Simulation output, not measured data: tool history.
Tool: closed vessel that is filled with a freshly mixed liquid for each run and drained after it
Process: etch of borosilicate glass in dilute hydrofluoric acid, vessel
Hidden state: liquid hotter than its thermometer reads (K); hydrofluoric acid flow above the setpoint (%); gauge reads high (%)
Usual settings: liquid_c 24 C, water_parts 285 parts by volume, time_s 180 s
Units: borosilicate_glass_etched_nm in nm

run     day  liquid_c  water_parts  time_s  wafers since the last listed run  hours since the thermometer was replaced  hours since the hydrofluoric acid flow meter was replaced  hours since the gauge calibration  read-back film thickness of the borosilicate glass reference wafer, read on the same gauge (nm)  borosilicate_glass_etched_nm
  1       0        24          285     180                                 0                                    1249.5                                                     2022.6                              209.9                                                                                            80.02                         17.04
  2   0.521        24          285     180                              1306                                      1262                                                     2035.1                              222.4                                                                                            79.99                         16.88
      0.771  -- gauge calibrated
  3   0.788        24          285     180                               669                                    1268.4                                                     2041.5                                0.4                                                                                            79.98                         16.99
  4   1.408        24          285     180                              1557                                    1283.3                                                     2056.4                               15.3                                                                                            80.06                         16.86
  5     1.8        24          285      95                               982                                    1292.7                                                     2065.8                               24.7                                                                                            80.01                          8.99
  6   2.096        24          285      95                               742                                    1299.8                                                     2072.9                               31.8                                                                                            80.04                          8.95
  7   2.346        24          285      95                               627                                    1305.8                                                     2078.9                               37.8                                                                                            79.97                          8.96
  8   2.933        24          285     180                              1473                                    1319.9                                                       2093                               51.9                                                                                            80.03                         17.02
  9   3.471        24          285     180                              1348                                    1332.8                                                     2105.9                               64.8                                                                                            79.99                         17.19
 10   3.788        24          285     180                               794                                    1340.4                                                     2113.5                               72.4                                                                                            79.99                         17.14
      3.904  -- hydrofluoric acid flow meter replaced
 11   4.342        27          285     235                              1285                                    1353.7                                                       10.5                               85.7                                                                                            79.93                         24.82
 12   4.842        27          285     235                              1254                                    1365.7                                                       22.5                               97.7                                                                                            80.01                         24.51
 13   5.446        27          285     235                              1515                                    1380.2                                                         37                              112.2                                                                                            80.03                         24.73
 14   5.908        24          360     180                              1160                                    1391.3                                                       48.1                              123.3                                                                                            79.99                         12.59
 15   6.412      25.5          215     230                              1264                                    1403.4                                                       60.2                              135.4                                                                                            80.01                         32.84
 16   6.921        24          285      95                              1275                                    1415.6                                                       72.4                              147.6                                                                                            80.03                          9.06
      7.117  -- thermometer replaced
 17   7.421        19          420     180                              1149                                       7.3                                                       84.4                              159.6                                                                                            79.98                          8.03
 18   7.746      27.5          240     235                               815                                      15.1                                                       92.2                              167.4                                                                                            79.97                         29.11
 19   8.292        24          285     180                              1369                                      28.2                                                      105.3                              180.5                                                                                            80.02                         15.87
 20   8.721        24          285     145                              1076                                      38.5                                                      115.6                              190.8                                                                                            80.02                         12.72
      9.258  -- gauge calibrated
 21    9.35        28          420     105                              1578                                      53.6                                                      130.7                                2.2                                                                                            79.94                          6.27
 22   9.971      21.5          355     180                              1557                                      68.5                                                      145.6                               17.1                                                                                            79.97                         10.99
 23  10.283        24          285     150                               783                                        76                                                      153.1                               24.6                                                                                               80                         13.27
 24  10.704      22.5          285     240                              1055                                      86.1                                                      163.2                               34.7                                                                                            80.07                         20.13
 25  11.271        24          225     110                              1421                                      99.7                                                      176.8                               48.3                                                                                            79.98                         13.04
 26  11.708        24          285     220                              1097                                     110.2                                                      187.3                               58.8                                                                                            80.02                          19.4

Forecast each of these 4 alternatives for the next run:
  A  11.738        24          220     180                                73                                     110.9                                                        188                               59.5                                                                                                ?                             ?
  B  11.738        28          285      85                                73                                     110.9                                                        188                               59.5                                                                                                ?                             ?
  C  11.738        28          285     180                                73                                     110.9                                                        188                               59.5                                                                                                ?                             ?
  D  11.738        28          285     120                                73                                     110.9                                                        188                               59.5                                                                                                ?                             ?

run  read-back film thickness of the borosilicate glass reference wafer, read on the same gauge (nm)  borosilicate_glass_etched_nm
  A                                                                                            80.02                         21.99
  B                                                                                            80.02                           8.6
  C                                                                                            80.02                          18.2
  D                                                                                            80.02                         12.14
Without the tool's hidden state the same runs would have given:
run  borosilicate_glass_etched_nm
  A                         21.83
  B                          8.54
  C                         18.08
  D                         12.06
